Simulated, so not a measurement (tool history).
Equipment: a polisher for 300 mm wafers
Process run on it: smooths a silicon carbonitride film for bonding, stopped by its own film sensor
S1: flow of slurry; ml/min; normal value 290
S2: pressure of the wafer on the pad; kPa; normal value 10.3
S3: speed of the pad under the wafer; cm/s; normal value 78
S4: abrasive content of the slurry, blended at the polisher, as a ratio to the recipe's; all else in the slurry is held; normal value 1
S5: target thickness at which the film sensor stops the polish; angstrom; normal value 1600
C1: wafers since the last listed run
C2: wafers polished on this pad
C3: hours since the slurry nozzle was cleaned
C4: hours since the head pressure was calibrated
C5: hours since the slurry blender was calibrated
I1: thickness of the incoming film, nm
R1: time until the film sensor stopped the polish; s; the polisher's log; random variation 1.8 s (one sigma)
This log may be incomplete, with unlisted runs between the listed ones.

run	hour	S1	S2	S3	S4	S5	C1	C2	C3	C4	C5	I1	R1
1	0	290	10.3	56	1	1600	0	820	42.5	360.1	197.8	176.9	184
# hour 65.4: worn pad replaced by a new one
2	71.6	290	10.3	56	1	1600	463	42	114.1	431.7	269.4	179.6	213
# hour 130.6: slurry blender recalibrated
3	154.8	290	10.3	56	1	1600	556	598	197.3	514.9	24.2	178.3	191.5
4	229.7	290	13.1	78	1	1600	513	1111	272.2	589.8	99.1	178	122.2
# hour 263.2: worn pad replaced by a new one
5	268	290	10.3	78	1	1600	235	32	310.5	628.1	137.4	180.1	157.3
# hour 337.9: head pressure recalibrated
# hour 358.8: slurry nozzle cleaned
6	359.3	290	10.3	78	1	1600	605	637	0.5	21.4	228.7	180.4	168.1
# hour 415.5: slurry blender recalibrated
# hour 454.7: worn pad replaced by a new one
7	463.5	290	10.3	78	0.95	1600	672	60	104.7	125.6	48	178.2	139.7
8	537.1	290	10.3	78	1	1600	504	564	178.3	199.2	121.6	182	175.8
9	635.5	240	10.3	78	0.75	1600	674	1238	276.7	297.6	220	178.4	175.5
# hour 692.1: worn pad replaced by a new one
10	719.5	370	10.3	94	1	1600	548	187	360.7	381.6	304	176.5	117.2
# hour 786.6: slurry blender recalibrated
11	792.9	290	10.3	78	1	1540	489	677	434.1	455	6.3	182.6	221.2
# hour 797.4: slurry nozzle cleaned
12	832.9	290	10.3	78	1	1600	267	944	35.5	495	46.3	181.2	167.9
# hour 914.7: worn pad replaced by a new one
13	938.3	290	10.3	78	1	1660	694	162	140.9	600.4	151.7	180.5	114.3
# hour 1027.3: head pressure recalibrated
14	1045.4	290	10.3	78	0.75	1600	720	882	248	18.1	258.8	178.2	167.4

What if the next run were any one of these 5? Each begins from the tool's condition after run 14:
A	1045.9	290	10.3	78	1	1600	3	885	248.5	18.6	259.3	179.8	?
B	1045.9	370	13.8	66	1.15	1600	3	885	248.5	18.6	259.3	179.8	?
C	1045.9	290	10.3	54	1	1600	3	885	248.5	18.6	259.3	179.8	?
D	1045.9	340	10.3	104	1	1600	3	885	248.5	18.6	259.3	179.8	?
E	1045.9	290	7.6	78	1	1550	3	885	248.5	18.6	259.3	179.8	?

run	R1
A	167.7
B	142.9
C	225.1
D	131.3
E	264
The same runs, with their run-to-run variation unchanged, on a tool lacking any hidden condition would have given:
run	R1
A	150.9
B	129
C	202.5
D	118.1
E	237.5

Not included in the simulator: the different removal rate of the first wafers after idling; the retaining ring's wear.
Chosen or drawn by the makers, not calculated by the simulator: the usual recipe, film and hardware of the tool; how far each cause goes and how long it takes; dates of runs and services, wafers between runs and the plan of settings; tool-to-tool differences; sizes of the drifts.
